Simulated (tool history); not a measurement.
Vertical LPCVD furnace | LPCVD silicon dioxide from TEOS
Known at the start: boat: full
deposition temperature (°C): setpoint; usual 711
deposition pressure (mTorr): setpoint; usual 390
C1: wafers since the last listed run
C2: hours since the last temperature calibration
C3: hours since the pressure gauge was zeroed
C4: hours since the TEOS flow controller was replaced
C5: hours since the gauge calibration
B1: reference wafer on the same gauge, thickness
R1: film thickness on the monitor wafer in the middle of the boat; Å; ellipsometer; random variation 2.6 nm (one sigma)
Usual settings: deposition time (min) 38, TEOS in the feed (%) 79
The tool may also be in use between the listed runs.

{"run": 1, "day": 0.0, "deposition temperature (°C)": 711, "deposition pressure (mTorr)": 390, "deposition time (min)": 38, "TEOS in the feed (%)": 79, "C1": 0, "C2": 2357.5, "C3": 1757.8, "C4": 6012.8, "C5": 337.1, "B1": 413.68, "R1": 4997.2}
{"run": 2, "day": 2.888, "deposition temperature (°C)": 711, "deposition pressure (mTorr)": 390, "deposition time (min)": 38, "TEOS in the feed (%)": 79, "C1": 670, "C2": 2426.8, "C3": 1827.1, "C4": 6082.1, "C5": 406.4, "B1": 413.17, "R1": 4984.3}
{"run": 3, "day": 4.554, "deposition temperature (°C)": 721, "deposition pressure (mTorr)": 390, "deposition time (min)": 38, "TEOS in the feed (%)": 79, "C1": 387, "C2": 2466.8, "C3": 1867.1, "C4": 6122.1, "C5": 446.4, "B1": 414.43, "R1": 6276.8}
{"run": 4, "day": 5.996, "deposition temperature (°C)": 711, "deposition pressure (mTorr)": 390, "deposition time (min)": 38, "TEOS in the feed (%)": 79, "C1": 334, "C2": 2501.4, "C3": 1901.7, "C4": 6156.7, "C5": 481, "B1": 413.99, "R1": 5022}
{"run": 5, "day": 7.704, "deposition temperature (°C)": 708, "deposition pressure (mTorr)": 390, "deposition time (min)": 38, "TEOS in the feed (%)": 79, "C1": 396, "C2": 2542.4, "C3": 1942.7, "C4": 6197.7, "C5": 522, "B1": 414.51, "R1": 4682.5}
{"run": 6, "day": 10.571, "deposition temperature (°C)": 711, "deposition pressure (mTorr)": 390, "deposition time (min)": 38, "TEOS in the feed (%)": 79, "C1": 665, "C2": 2611.2, "C3": 2011.5, "C4": 6266.5, "C5": 590.8, "B1": 413.56, "R1": 5009.5}
{"run": 7, "day": 13.075, "deposition temperature (°C)": 711, "deposition pressure (mTorr)": 455, "deposition time (min)": 38, "TEOS in the feed (%)": 79, "C1": 581, "C2": 2671.3, "C3": 2071.6, "C4": 6326.6, "C5": 650.9, "B1": 412.76, "R1": 5383.6}
{"run": 8, "day": 14.6, "deposition temperature (°C)": 711, "deposition pressure (mTorr)": 455, "deposition time (min)": 38, "TEOS in the feed (%)": 79, "C1": 354, "C2": 2707.9, "C3": 2108.2, "C4": 6363.2, "C5": 687.5, "B1": 414.21, "R1": 5382.1}
{"run": 9, "day": 16.754, "deposition temperature (°C)": 711, "deposition pressure (mTorr)": 390, "deposition time (min)": 38, "TEOS in the feed (%)": 79, "C1": 500, "C2": 2759.6, "C3": 2159.9, "C4": 6414.9, "C5": 739.2, "B1": 413.97, "R1": 5006.6}
{"run": 10, "day": 18.017, "deposition temperature (°C)": 711, "deposition pressure (mTorr)": 320, "deposition time (min)": 38, "TEOS in the feed (%)": 79, "C1": 293, "C2": 2789.9, "C3": 2190.2, "C4": 6445.2, "C5": 769.5, "B1": 414.1, "R1": 4534.6}
{"run": 11, "day": 19.312, "deposition temperature (°C)": 706, "deposition pressure (mTorr)": 410, "deposition time (min)": 38, "TEOS in the feed (%)": 79, "C1": 300, "C2": 2821, "C3": 2221.3, "C4": 6476.3, "C5": 800.6, "B1": 414.79, "R1": 4627.5}
{"run": 12, "day": 22.296, "deposition temperature (°C)": 711, "deposition pressure (mTorr)": 460, "deposition time (min)": 28.5, "TEOS in the feed (%)": 79, "C1": 692, "C2": 2892.6, "C3": 2292.9, "C4": 6547.9, "C5": 872.2, "B1": 413.81, "R1": 4025.8}
{"run": 13, "day": 24.912, "deposition temperature (°C)": 711, "deposition pressure (mTorr)": 460, "deposition time (min)": 28.5, "TEOS in the feed (%)": 79, "C1": 607, "C2": 2955.4, "C3": 2355.7, "C4": 6610.7, "C5": 935, "B1": 413.75, "R1": 4108.6}
{"run": 14, "day": 27.575, "deposition temperature (°C)": 711, "deposition pressure (mTorr)": 390, "deposition time (min)": 38, "TEOS in the feed (%)": 79, "C1": 618, "C2": 3019.3, "C3": 2419.6, "C4": 6674.6, "C5": 998.9, "B1": 413.69, "R1": 5017.2}
{"run": 15, "day": 28.971, "deposition temperature (°C)": 711, "deposition pressure (mTorr)": 390, "deposition time (min)": 38, "TEOS in the feed (%)": 79, "C1": 324, "C2": 3052.8, "C3": 2453.1, "C4": 6708.1, "C5": 1032.4, "B1": 413.27, "R1": 5024}
{"day": 29.542, "done": "gauge calibrated"}
{"run": 16, "day": 30.95, "deposition temperature (°C)": 719, "deposition pressure (mTorr)": 390, "deposition time (min)": 38, "TEOS in the feed (%)": 79, "C1": 459, "C2": 3100.3, "C3": 2500.6, "C4": 6755.6, "C5": 33.8, "B1": 414.21, "R1": 5990.2}
{"run": 17, "day": 33.658, "deposition temperature (°C)": 705, "deposition pressure (mTorr)": 390, "deposition time (min)": 38, "TEOS in the feed (%)": 79, "C1": 629, "C2": 3165.3, "C3": 2565.6, "C4": 6820.6, "C5": 98.8, "B1": 414.05, "R1": 4380}
{"day": 34.896, "done": "thermocouples replaced and temperature profile calibrated"}
{"run": 18, "day": 36.529, "deposition temperature (°C)": 701, "deposition pressure (mTorr)": 390, "deposition time (min)": 47, "TEOS in the feed (%)": 90, "C1": 434, "C2": 39.2, "C3": 2634.5, "C4": 6889.5, "C5": 167.7, "B1": 413.96, "R1": 4924}
{"run": 19, "day": 39.271, "deposition temperature (°C)": 711, "deposition pressure (mTorr)": 390, "deposition time (min)": 38, "TEOS in the feed (%)": 64, "C1": 636, "C2": 105, "C3": 2700.3, "C4": 6955.3, "C5": 233.5, "B1": 413.54, "R1": 4240.1}
{"run": 20, "day": 41.625, "deposition temperature (°C)": 711, "deposition pressure (mTorr)": 320, "deposition time (min)": 38, "TEOS in the feed (%)": 79, "C1": 546, "C2": 161.5, "C3": 2756.8, "C4": 7011.8, "C5": 290, "B1": 414.09, "R1": 4274.3}
{"day": 43.412, "done": "pressure gauge zeroed"}
{"run": 21, "day": 43.504, "deposition temperature (°C)": 711, "deposition pressure (mTorr)": 390, "deposition time (min)": 28, "TEOS in the feed (%)": 79, "C1": 204, "C2": 206.6, "C3": 2.2, "C4": 7056.9, "C5": 335.1, "B1": 414.09, "R1": 3483}
{"day": 44.712, "done": "TEOS flow controller replaced"}
{"run": 22, "day": 45.217, "deposition temperature (°C)": 706, "deposition pressure (mTorr)": 390, "deposition time (min)": 38, "TEOS in the feed (%)": 79, "C1": 165, "C2": 247.7, "C3": 43.3, "C4": 12.1, "C5": 376.2, "B1": 414.12, "R1": 4191.3}
{"run": 23, "day": 47.317, "deposition temperature (°C)": 711, "deposition pressure (mTorr)": 350, "deposition time (min)": 25.5, "TEOS in the feed (%)": 86, "C1": 487, "C2": 298.1, "C3": 93.7, "C4": 62.5, "C5": 426.6, "B1": 414.06, "R1": 3145.8}
{"run": 24, "day": 49.517, "deposition temperature (°C)": 711, "deposition pressure (mTorr)": 390, "deposition time (min)": 38, "TEOS in the feed (%)": 79, "C1": 510, "C2": 350.9, "C3": 146.5, "C4": 115.3, "C5": 479.4, "B1": 413.82, "R1": 4766.2}
{"run": 25, "day": 52.188, "deposition temperature (°C)": 711, "deposition pressure (mTorr)": 390, "deposition time (min)": 38, "TEOS in the feed (%)": 79, "C1": 620, "C2": 415, "C3": 210.6, "C4": 179.4, "C5": 543.5, "B1": 414.6, "R1": 4838.3}
{"run": 26, "day": 53.229, "deposition temperature (°C)": 702, "deposition pressure (mTorr)": 390, "deposition time (min)": 38, "TEOS in the feed (%)": 79, "C1": 241, "C2": 440, "C3": 235.6, "C4": 204.4, "C5": 568.5, "B1": 414.06, "R1": 3927.1}
{"run": 27, "day": 55.429, "deposition temperature (°C)": 711, "deposition pressure (mTorr)": 480, "deposition time (min)": 43, "TEOS in the feed (%)": 79, "C1": 510, "C2": 492.8, "C3": 288.4, "C4": 257.2, "C5": 621.3, "B1": 413.92, "R1": 6004.9}
{"run": 28, "day": 56.867, "deposition temperature (°C)": 711, "deposition pressure (mTorr)": 390, "deposition time (min)": 43, "TEOS in the feed (%)": 79, "C1": 333, "C2": 527.3, "C3": 322.9, "C4": 291.7, "C5": 655.8, "B1": 413.02, "R1": 5402.5}
{"run": 29, "day": 58.45, "deposition temperature (°C)": 722, "deposition pressure (mTorr)": 390, "deposition time (min)": 38, "TEOS in the feed (%)": 79, "C1": 367, "C2": 565.3, "C3": 360.9, "C4": 329.7, "C5": 693.8, "B1": 414.29, "R1": 6164.1}
{"run": 30, "day": 59.904, "deposition temperature (°C)": 718, "deposition pressure (mTorr)": 340, "deposition time (min)": 38, "TEOS in the feed (%)": 79, "C1": 337, "C2": 600.2, "C3": 395.8, "C4": 364.6, "C5": 728.7, "B1": 413.73, "R1": 5317.1}

The tool's hidden state at each run:
true pressure minus gauge reading, mTorr: 0 in every run
deviation of the TEOS flow from its setpoint, %: 0 in every run
gauge reads high (%): 0 in every run
H1: true tube temperature minus thermocouple reading, K
run=1 H1=3.38
run=2 H1=3.41
run=3 H1=3.43
run=4 H1=3.44
run=5 H1=3.46
run=6 H1=3.48
run=7 H1=3.5
run=8 H1=3.51
run=9 H1=3.53
run=10 H1=3.54
run=11 H1=3.55
run=12 H1=3.57
run=13 H1=3.59
run=14 H1=3.61
run=15 H1=3.61
run=16 H1=3.63
run=17 H1=3.64
run=18 H1=0.578
run=19 H1=0.782
run=20 H1=0.948
run=21 H1=1.08
run=22 H1=1.19
run=23 H1=1.32
run=24 H1=1.45
run=25 H1=1.6
run=26 H1=1.66
run=27 H1=1.78
run=28 H1=1.85
run=29 H1=1.93
run=30 H1=2
